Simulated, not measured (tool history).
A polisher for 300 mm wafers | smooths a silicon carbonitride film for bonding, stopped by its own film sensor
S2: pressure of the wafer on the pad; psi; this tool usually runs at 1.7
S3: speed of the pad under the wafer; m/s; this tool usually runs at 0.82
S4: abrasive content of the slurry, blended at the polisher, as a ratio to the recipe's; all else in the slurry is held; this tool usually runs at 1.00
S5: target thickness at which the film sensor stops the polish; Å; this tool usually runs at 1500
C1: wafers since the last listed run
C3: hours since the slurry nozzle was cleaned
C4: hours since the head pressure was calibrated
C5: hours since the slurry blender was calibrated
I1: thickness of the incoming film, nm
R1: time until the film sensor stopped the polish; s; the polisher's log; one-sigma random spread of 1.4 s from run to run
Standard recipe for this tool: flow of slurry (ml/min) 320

{"run": 1, "hour": 0.0, "flow of slurry (ml/min)": 320, "S2": 1.7, "S3": 0.82, "S4": 1.0, "S5": 1500, "C1": 0, "wafers polished on this pad": 47, "C3": 22.5, "C4": 1174.8, "C5": 63.6, "I1": 171.9, "R1": 102.6}
{"run": 2, "hour": 8.6, "flow of slurry (ml/min)": 320, "S2": 1.7, "S3": 0.82, "S4": 1.0, "S5": 1500, "C1": 100, "wafers polished on this pad": 147, "C3": 31.1, "C4": 1183.4, "C5": 72.2, "I1": 171.0, "R1": 98.1}
{"run": 3, "hour": 54.4, "flow of slurry (ml/min)": 320, "S2": 1.7, "S3": 0.82, "S4": 1.0, "S5": 1500, "C1": 535, "wafers polished on this pad": 683, "C3": 76.9, "C4": 1229.2, "C5": 118.0, "I1": 167.4, "R1": 85.9}
{"run": 4, "hour": 69.3, "flow of slurry (ml/min)": 320, "S2": 1.7, "S3": 0.82, "S4": 1.25, "S5": 1500, "C1": 174, "wafers polished on this pad": 857, "C3": 91.8, "C4": 1244.1, "C5": 132.9, "I1": 167.2, "R1": 75.1}
{"run": 5, "hour": 83.9, "flow of slurry (ml/min)": 320, "S2": 1.7, "S3": 0.82, "S4": 1.0, "S5": 1540, "C1": 170, "wafers polished on this pad": 1028, "C3": 106.4, "C4": 1258.7, "C5": 147.5, "I1": 168.1, "R1": 68.5}
{"run": 6, "hour": 94.0, "flow of slurry (ml/min)": 320, "S2": 1.7, "S3": 0.82, "S4": 1.0, "S5": 1540, "C1": 118, "wafers polished on this pad": 1146, "C3": 116.5, "C4": 1268.8, "C5": 157.6, "I1": 168.4, "R1": 70.5}
{"hour": 101.4, "done": "slurry blender recalibrated"}
{"hour": 103.7, "done": "worn pad replaced by a new one"}
{"run": 7, "hour": 104.2, "flow of slurry (ml/min)": 320, "S2": 1.7, "S3": 0.82, "S4": 1.0, "S5": 1540, "C1": 69, "wafers polished on this pad": 6, "C3": 126.7, "C4": 1279.0, "C5": 2.8, "I1": 169.6, "R1": 72.6}
{"run": 8, "hour": 113.4, "flow of slurry (ml/min)": 320, "S2": 2.0, "S3": 1.02, "S4": 1.3, "S5": 1460, "C1": 107, "wafers polished on this pad": 113, "C3": 135.9, "C4": 1288.2, "C5": 12.0, "I1": 170.3, "R1": 76.7}
{"run": 9, "hour": 126.5, "flow of slurry (ml/min)": 320, "S2": 2.0, "S3": 1.06, "S4": 0.8, "S5": 1500, "C1": 153, "wafers polished on this pad": 266, "C3": 149.0, "C4": 1301.3, "C5": 25.1, "I1": 169.7, "R1": 80.7}
{"run": 10, "hour": 134.6, "flow of slurry (ml/min)": 320, "S2": 1.7, "S3": 0.82, "S4": 1.0, "S5": 1500, "C1": 94, "wafers polished on this pad": 361, "C3": 157.1, "C4": 1309.4, "C5": 33.2, "I1": 166.7, "R1": 79.9}
{"run": 11, "hour": 143.0, "flow of slurry (ml/min)": 320, "S2": 1.7, "S3": 0.82, "S4": 1.0, "S5": 1500, "C1": 98, "wafers polished on this pad": 459, "C3": 165.5, "C4": 1317.8, "C5": 41.6, "I1": 167.3, "R1": 84.6}
{"run": 12, "hour": 152.3, "flow of slurry (ml/min)": 425, "S2": 2.1, "S3": 0.82, "S4": 1.0, "S5": 1500, "C1": 108, "wafers polished on this pad": 568, "C3": 174.8, "C4": 1327.1, "C5": 50.9, "I1": 171.5, "R1": 90.6}
{"hour": 160.9, "done": "head pressure recalibrated"}
{"run": 13, "hour": 168.5, "flow of slurry (ml/min)": 280, "S2": 1.9, "S3": 0.68, "S4": 1.1, "S5": 1500, "C1": 166, "wafers polished on this pad": 734, "C3": 191.0, "C4": 7.6, "C5": 67.1, "I1": 167.9, "R1": 90.7}
{"run": 14, "hour": 183.6, "flow of slurry (ml/min)": 320, "S2": 1.5, "S3": 0.82, "S4": 0.75, "S5": 1500, "C1": 176, "wafers polished on this pad": 911, "C3": 206.1, "C4": 22.7, "C5": 82.2, "I1": 169.4, "R1": 124.9}
{"run": 15, "hour": 191.1, "flow of slurry (ml/min)": 320, "S2": 1.3, "S3": 0.82, "S4": 0.85, "S5": 1500, "C1": 87, "wafers polished on this pad": 998, "C3": 213.6, "C4": 30.2, "C5": 89.7, "I1": 170.9, "R1": 134.0}
{"run": 16, "hour": 201.4, "flow of slurry (ml/min)": 320, "S2": 1.7, "S3": 0.82, "S4": 1.0, "S5": 1500, "C1": 120, "wafers polished on this pad": 1119, "C3": 223.9, "C4": 40.5, "C5": 100.0, "I1": 169.1, "R1": 96.0}
{"run": 17, "hour": 208.5, "flow of slurry (ml/min)": 320, "S2": 1.7, "S3": 0.94, "S4": 1.0, "S5": 1500, "C1": 83, "wafers polished on this pad": 1202, "C3": 231.0, "C4": 47.6, "C5": 107.1, "I1": 169.8, "R1": 91.5}
{"run": 18, "hour": 222.5, "flow of slurry (ml/min)": 390, "S2": 1.4, "S3": 0.82, "S4": 1.3, "S5": 1500, "C1": 163, "wafers polished on this pad": 1366, "C3": 245.0, "C4": 61.6, "C5": 121.1, "I1": 167.9, "R1": 87.7}
{"hour": 229.3, "done": "worn pad replaced by a new one"}
{"run": 19, "hour": 240.0, "flow of slurry (ml/min)": 320, "S2": 1.7, "S3": 0.6, "S4": 1.0, "S5": 1500, "C1": 157, "wafers polished on this pad": 125, "C3": 262.5, "C4": 79.1, "C5": 138.6, "I1": 170.5, "R1": 127.9}
{"run": 20, "hour": 248.1, "flow of slurry (ml/min)": 395, "S2": 1.7, "S3": 0.82, "S4": 1.0, "S5": 1500, "C1": 94, "wafers polished on this pad": 220, "C3": 270.6, "C4": 87.2, "C5": 146.7, "I1": 167.8, "R1": 82.5}
{"run": 21, "hour": 259.7, "flow of slurry (ml/min)": 370, "S2": 2.0, "S3": 0.82, "S4": 1.25, "S5": 1460, "C1": 135, "wafers polished on this pad": 355, "C3": 282.2, "C4": 98.8, "C5": 158.3, "I1": 169.2, "R1": 92.1}
{"run": 22, "hour": 270.5, "flow of slurry (ml/min)": 320, "S2": 1.7, "S3": 0.82, "S4": 1.0, "S5": 1500, "C1": 126, "wafers polished on this pad": 482, "C3": 293.0, "C4": 109.6, "C5": 169.1, "I1": 169.4, "R1": 98.2}
{"run": 23, "hour": 279.9, "flow of slurry (ml/min)": 320, "S2": 2.2, "S3": 0.82, "S4": 1.0, "S5": 1500, "C1": 109, "wafers polished on this pad": 592, "C3": 302.4, "C4": 119.0, "C5": 178.5, "I1": 172.3, "R1": 94.0}
{"hour": 285.6, "done": "slurry blender recalibrated"}
{"run": 24, "hour": 288.0, "flow of slurry (ml/min)": 280, "S2": 1.1, "S3": 0.72, "S4": 1.0, "S5": 1530, "C1": 71, "wafers polished on this pad": 663, "C3": 310.5, "C4": 127.1, "C5": 2.4, "I1": 170.4, "R1": 126.1}
{"run": 25, "hour": 304.6, "flow of slurry (ml/min)": 320, "S2": 1.7, "S3": 0.58, "S4": 0.85, "S5": 1500, "C1": 194, "wafers polished on this pad": 857, "C3": 327.1, "C4": 143.7, "C5": 19.0, "I1": 171.7, "R1": 155.4}
{"run": 26, "hour": 315.9, "flow of slurry (ml/min)": 320, "S2": 1.2, "S3": 0.82, "S4": 0.75, "S5": 1500, "C1": 132, "wafers polished on this pad": 989, "C3": 338.4, "C4": 155.0, "C5": 30.3, "I1": 170.7, "R1": 156.4}
{"hour": 318.3, "done": "slurry nozzle cleaned"}
{"run": 27, "hour": 330.3, "flow of slurry (ml/min)": 320, "S2": 1.7, "S3": 0.82, "S4": 1.0, "S5": 1500, "C1": 156, "wafers polished on this pad": 1146, "C3": 12.0, "C4": 169.4, "C5": 44.7, "I1": 171.0, "R1": 101.1}
{"run": 28, "hour": 336.3, "flow of slurry (ml/min)": 320, "S2": 1.7, "S3": 0.82, "S4": 1.0, "S5": 1500, "C1": 70, "wafers polished on this pad": 1216, "C3": 18.0, "C4": 175.4, "C5": 50.7, "I1": 170.5, "R1": 101.1}
{"hour": 350.8, "done": "worn pad replaced by a new one"}
{"run": 29, "hour": 351.3, "flow of slurry (ml/min)": 400, "S2": 1.7, "S3": 0.98, "S4": 1.0, "S5": 1500, "C1": 128, "wafers polished on this pad": 5, "C3": 33.0, "C4": 190.4, "C5": 65.7, "I1": 171.8, "R1": 83.8}

Each row is a separate what-if for the run after 29, all from the same tool condition, not one after another. Results?
{"run": "A", "hour": 351.8, "flow of slurry (ml/min)": 350, "S2": 1.7, "S3": 0.82, "S4": 1.0, "S5": 1500, "C1": 5, "wafers polished on this pad": 11, "C3": 33.5, "C4": 190.9, "C5": 66.2, "I1": 170.0, "R1": "?"}
{"run": "B", "hour": 351.8, "flow of slurry (ml/min)": 360, "S2": 1.3, "S3": 0.54, "S4": 0.85, "S5": 1500, "C1": 5, "wafers polished on this pad": 11, "C3": 33.5, "C4": 190.9, "C5": 66.2, "I1": 170.0, "R1": "?"}
{"run": "C", "hour": 351.8, "flow of slurry (ml/min)": 320, "S2": 1.7, "S3": 0.82, "S4": 1.0, "S5": 1560, "C1": 5, "wafers polished on this pad": 11, "C3": 33.5, "C4": 190.9, "C5": 66.2, "I1": 170.0, "R1": "?"}
{"run": "D", "hour": 351.8, "flow of slurry (ml/min)": 250, "S2": 1.7, "S3": 0.82, "S4": 1.0, "S5": 1450, "C1": 5, "wafers polished on this pad": 11, "C3": 33.5, "C4": 190.9, "C5": 66.2, "I1": 170.0, "R1": "?"}
{"run": "E", "hour": 351.8, "flow of slurry (ml/min)": 320, "S2": 1.7, "S3": 0.82, "S4": 1.3, "S5": 1500, "C1": 5, "wafers polished on this pad": 11, "C3": 33.5, "C4": 190.9, "C5": 66.2, "I1": 170.0, "R1": "?"}

run=A R1=91.9
run=B R1=162.8
run=C R1=64.8
run=D R1=118.9
run=E R1=82.1
Take away the tool's hidden state, keep each run's random variation, and the runs would have read:
run=A R1=91.3
run=B R1=161.6
run=C R1=64.4
run=D R1=118.1
run=E R1=81.5

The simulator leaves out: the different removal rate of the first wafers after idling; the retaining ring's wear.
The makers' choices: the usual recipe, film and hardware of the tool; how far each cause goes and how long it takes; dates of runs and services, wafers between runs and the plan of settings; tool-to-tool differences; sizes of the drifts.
